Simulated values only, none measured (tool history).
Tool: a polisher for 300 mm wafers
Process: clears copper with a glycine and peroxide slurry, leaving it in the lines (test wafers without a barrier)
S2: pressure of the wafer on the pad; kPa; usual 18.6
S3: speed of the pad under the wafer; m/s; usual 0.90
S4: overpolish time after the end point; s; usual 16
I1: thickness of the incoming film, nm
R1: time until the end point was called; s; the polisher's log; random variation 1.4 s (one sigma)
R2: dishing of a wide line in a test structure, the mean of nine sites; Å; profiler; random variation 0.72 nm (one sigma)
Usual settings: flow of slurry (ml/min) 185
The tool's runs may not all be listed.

Run 1, day 0.000: usual settings but S2 21.4 kPa; I1 388.8. Result: R1 61.8 s, R2 584 Å.
At day 3.038: worn pad replaced by a new one.
Run 2, day 3.458: usual settings but S2 21.4 kPa; I1 390.6. Result: R1 64.3 s, R2 593 Å.
Run 3, day 6.004: usual settings but S2 21.4 kPa; I1 385.1. Result: R1 62.1 s, R2 570 Å.
Run 4, day 9.992: usual settings but flow of slurry (ml/min) 150; I1 391.6. Result: R1 75.6 s, R2 509 Å.
At day 10.096: head pressure recalibrated.
Run 5, day 13.512: usual settings but S4 24 s; I1 385.8. Result: R1 69.5 s, R2 711 Å.
Run 6, day 16.938: usual settings but S4 24 s; I1 388.7. Result: R1 69.2 s, R2 708 Å.
Run 7, day 18.888: usual settings but S4 24 s; I1 387.9. Result: R1 71.7 s, R2 711 Å.
At day 20.154: worn pad replaced by a new one.
Run 8, day 22.842: usual settings; I1 384.0. Result: R1 68.8 s, R2 526 Å.
At day 25.000: slurry nozzle cleaned.
Run 9, day 25.112: usual settings but flow of slurry (ml/min) 135; I1 386.0. Result: R1 74.0 s, R2 514 Å.
Run 10, day 26.875: usual settings but flow of slurry (ml/min) 135; I1 383.4. Result: R1 72.9 s, R2 499 Å.
Run 11, day 36.904: usual settings but flow of slurry (ml/min) 135; I1 383.3. Result: R1 76.1 s, R2 516 Å.
At day 37.521: worn pad replaced by a new one.
Run 12, day 39.533: usual settings; I1 385.7. Result: R1 70.8 s, R2 527 Å.
Run 13, day 43.596: usual settings; I1 390.7. Result: R1 67.8 s, R2 527 Å.
Run 14, day 45.604: usual settings but flow of slurry (ml/min) 125; I1 384.5. Result: R1 75.8 s, R2 508 Å.
Run 15, day 49.871: usual settings but S2 13.1 kPa; I1 383.3. Result: R1 92.9 s, R2 432 Å.
At day 53.588: worn pad replaced by a new one.
Run 16, day 53.992: usual settings but flow of slurry (ml/min) 135; I1 392.0. Result: R1 74.9 s, R2 506 Å.
Run 17, day 57.108: usual settings; I1 382.9. Result: R1 69.4 s, R2 540 Å.
At day 58.400: slurry nozzle cleaned.
Run 18, day 59.496: usual settings; I1 388.5. Result: R1 69.0 s, R2 533 Å.
Run 19, day 61.754: usual settings; I1 379.7. Result: R1 65.5 s, R2 538 Å.
Run 20, day 65.946: usual settings but flow of slurry (ml/min) 230, S2 22.8 kPa; I1 384.1. Result: R1 57.2 s, R2 627 Å.
At day 69.167: head pressure recalibrated.
Run 21, day 69.929: usual settings but S3 0.78 m/s, S4 8 s; I1 390.3. Result: R1 75.4 s, R2 287 Å.
Run 22, day 73.208: usual settings but flow of slurry (ml/min) 140, S2 21.4 kPa, S3 1.10 m/s; I1 390.7. Result: R1 59.6 s, R2 618 Å.
At day 73.579: worn pad replaced by a new one.
Run 23, day 76.262: usual settings but S4 25 s; I1 378.8. Result: R1 66.8 s, R2 734 Å.
Run 24, day 85.525: usual settings but flow of slurry (ml/min) 150, S4 23 s; I1 386.5. Result: R1 69.2 s, R2 657 Å.
At day 87.608: slurry nozzle cleaned.
Run 25, day 89.896: usual settings but flow of slurry (ml/min) 240; I1 380.0. Result: R1 67.2 s, R2 552 Å.
At day 91.175: worn pad replaced by a new one.
Run 26, day 92.050: usual settings but S2 17.2 kPa, S3 0.60 m/s, S4 8 s; I1 386.9. Result: R1 92.2 s, R2 242 Å.

Forecast each of these 3 alternatives for the next run:
Run A, day 92.067: usual settings; I1 381.8. Result: R1 ?, R2 ?.
Run B, day 92.067: usual settings but flow of slurry (ml/min) 155, S2 15.9 kPa, S3 1.22 m/s; I1 381.8. Result: R1 ?, R2 ?.
Run C, day 92.067: usual settings but S3 0.66 m/s; I1 381.8. Result: R1 ?, R2 ?.

run    R1   R2
  A  69.9  536
  B  68.1  534
  C  82.7  474
Without the tool's hidden state the same runs would have given:
run    R1   R2
  A  69.9  536
  B  68.1  534
  C  82.7  474

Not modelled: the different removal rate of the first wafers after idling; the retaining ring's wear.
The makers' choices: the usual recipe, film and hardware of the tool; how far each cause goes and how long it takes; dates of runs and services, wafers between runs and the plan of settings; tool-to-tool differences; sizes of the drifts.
